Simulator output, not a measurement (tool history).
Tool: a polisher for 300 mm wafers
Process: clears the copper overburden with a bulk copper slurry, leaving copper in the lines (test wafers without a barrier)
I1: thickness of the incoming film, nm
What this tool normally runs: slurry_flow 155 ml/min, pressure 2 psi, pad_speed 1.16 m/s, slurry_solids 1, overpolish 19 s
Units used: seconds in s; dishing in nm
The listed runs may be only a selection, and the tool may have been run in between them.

Run 1, day 0: usual settings but slurry_solids 0.9; I1 1012.5. Result: seconds 139 s, dishing 55 nm.
At day 1.579: slurry nozzle cleaned.
Run 2, day 3.512: usual settings; I1 1035.1. Result: seconds 120.4 s, dishing 60.5 nm.
Run 3, day 6.283: usual settings but slurry_flow 135 ml/min; I1 1037.7. Result: seconds 125.5 s, dishing 58.1 nm.
Run 4, day 9.279: usual settings; I1 1033. Result: seconds 127.7 s, dishing 58 nm.
Run 5, day 11.192: usual settings; I1 1029.3. Result: seconds 127.2 s, dishing 58.3 nm.
At day 14.646: head pressure recalibrated.
Run 6, day 15.017: usual settings but pressure 1.8 psi; I1 1037.3. Result: seconds 143.1 s, dishing 52.8 nm.
Run 7, day 17.221: usual settings but slurry_flow 180 ml/min, pad_speed 1 m/s, slurry_solids 0.7, overpolish 30 s; I1 1046.6. Result: seconds 164 s, dishing 59.2 nm.
Run 8, day 20.208: usual settings but overpolish 12 s; I1 1046.8. Result: seconds 140.4 s, dishing 42.3 nm.
At day 21.054: worn pad replaced by a new one.
At day 23.046: slurry blender recalibrated.
Run 9, day 23.412: usual settings but slurry_flow 130 ml/min; I1 1025.3. Result: seconds 134.5 s, dishing 56.7 nm.
At day 25.854: slurry nozzle cleaned.
Run 10, day 26.662: usual settings but slurry_flow 180 ml/min, pressure 2.2 psi; I1 1041.4. Result: seconds 107.1 s, dishing 61.5 nm.
Run 11, day 29.029: usual settings but slurry_flow 185 ml/min, pad_speed 1.3 m/s; I1 1044.8. Result: seconds 110.3 s, dishing 60.3 nm.
Run 12, day 32.55: usual settings but slurry_flow 195 ml/min, pressure 1.6 psi, pad_speed 1.48 m/s, overpolish 9 s; I1 1038.5. Result: seconds 115.2 s, dishing 37.9 nm.
Run 13, day 35.783: usual settings; I1 1019.5. Result: seconds 124.1 s, dishing 58.6 nm.
Run 14, day 38.079: usual settings but slurry_flow 105 ml/min, pad_speed 1.46 m/s, slurry_solids 1.25; I1 1032. Result: seconds 107.4 s, dishing 59.4 nm.
Run 15, day 41.067: usual settings; I1 1050.1. Result: seconds 131.4 s, dishing 57.6 nm.
At day 42.975: head pressure recalibrated.
Run 16, day 43.975: usual settings but pressure 1.5 psi; I1 1030.4. Result: seconds 169.5 s, dishing 45.5 nm.
At day 45.633: worn pad replaced by a new one.
Run 17, day 47.971: usual settings but slurry_flow 125 ml/min; I1 1046.7. Result: seconds 136.3 s, dishing 54.9 nm.
At day 50.771: slurry blender recalibrated.
Run 18, day 51.596: usual settings but slurry_flow 130 ml/min, pressure 1.8 psi, pad_speed 0.8 m/s, overpolish 25 s; I1 1030.6. Result: seconds 220.2 s, dishing 48.4 nm.
At day 51.812: slurry nozzle cleaned.
Run 19, day 54.683: usual settings but slurry_flow 105 ml/min, overpolish 14 s; I1 1028.8. Result: seconds 132.6 s, dishing 48.6 nm.
Run 20, day 56.417: usual settings but slurry_flow 130 ml/min, pressure 2.7 psi; I1 1040.5. Result: seconds 97.2 s, dishing 69.3 nm.
Run 21, day 57.988: usual settings but slurry_flow 115 ml/min; I1 1030.8. Result: seconds 126 s, dishing 55.5 nm.
Run 22, day 61.746: usual settings but pressure 2.6 psi, slurry_solids 1.1; I1 1043.9. Result: seconds 97.1 s, dishing 69.3 nm.
Run 23, day 63.583: usual settings but pressure 1.5 psi, slurry_solids 1.15; I1 1048.4. Result: seconds 155.4 s, dishing 48 nm.
At day 67.358: head pressure recalibrated.
Run 24, day 67.65: usual settings; I1 1024.9. Result: seconds 129.6 s, dishing 57.3 nm.
Run 25, day 70.675: usual settings but slurry_solids 1.15; I1 1042. Result: seconds 137 s, dishing 55.5 nm.
Run 26, day 72.617: usual settings but pad_speed 1.5 m/s; I1 1023.3. Result: seconds 111.2 s, dishing 59.6 nm.
At day 73.171: worn pad replaced by a new one.
Run 27, day 74.438: usual settings; I1 1017.1. Result: seconds 127 s, dishing 56.1 nm.
Run 28, day 76.058: usual settings but pad_speed 0.86 m/s, slurry_solids 0.9; I1 1051.2. Result: seconds 179.9 s, dishing 48.1 nm.

Each row is a separate what-if for the run after 28, all from the same tool condition, not one after another. Results?
Run A, day 76.079: usual settings but slurry_flow 195 ml/min; I1 1051.4. Result: seconds ?, dishing ?.
Run B, day 76.079: usual settings but pressure 2.3 psi; I1 1051.4. Result: seconds ?, dishing ?.
Run C, day 76.079: usual settings but pressure 2.7 psi, pad_speed 1.26 m/s, overpolish 12 s; I1 1051.4. Result: seconds ?, dishing ?.
Run D, day 76.079: usual settings but pad_speed 0.84 m/s, slurry_solids 0.8; I1 1051.4. Result: seconds ?, dishing ?.

run  seconds  dishing
  A    124.9     55.1
  B    116.4     58.3
  C     92.8     53.4
  D    187.3     44.6
With no hidden state in the tool, these same runs would have given:
run  seconds  dishing
  A    115.3       57
  B    105.5     60.8
  C     84.1     56.2
  D    169.8     47.2
